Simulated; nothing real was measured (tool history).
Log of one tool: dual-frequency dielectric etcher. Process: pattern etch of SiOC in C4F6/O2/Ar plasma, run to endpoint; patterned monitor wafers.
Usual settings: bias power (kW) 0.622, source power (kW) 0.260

run   hour  bias power (kW)  source power (kW)  incoming incoming film thickness, nm  endpoint time (s)
  1    0.0            0.622              0.260                                  51.5               17.9
  2   14.9            0.622              0.260                                  51.1               17.6
  3   29.0            0.622              0.240                                  51.4               18.5
  4   45.6            0.622              0.240                                  50.9               18.3
  5   53.9            0.622              0.240                                  51.3               18.4
  6   61.5            0.622              0.260                                  50.8               17.4
  7   67.8            0.537              0.220                                  50.7               20.5
      75.9  -- source power generator calibrated
  8   80.9            0.622              0.260                                  50.5               17.2
  9   94.3            0.743              0.310                                  51.3               14.7
 10  104.2            0.687              0.210                                  51.2               18.5
     132.2  -- upper electrode replaced
     146.1  -- wet clean of the chamber
 11  146.6            0.475              0.300                                  51.5               20.0
 12  146.9            0.700              0.240                                  50.6               17.7
     158.2  -- bias power generator calibrated
 13  182.2            0.558              0.240                                  50.4               19.8
 14  189.0            0.622              0.310                                  51.2               16.8
 15  199.2            0.622              0.260                                  50.9               18.2

What the log doesn't show, run by run:
bias power that arrives over what is set, %: 0 in every run
source power that arrives over what is set, %: 0 in every run
H1: etch rate over this chamber's usual, %
run      H1
  1     3.7
  2    3.87
  3    4.04
  4    4.24
  5    4.34
  6    4.43
  7     4.5
  8    4.65
  9    4.81
 10    4.93
 11  -0.358
 12  -0.355
 13   0.063
 14   0.143
 15   0.264
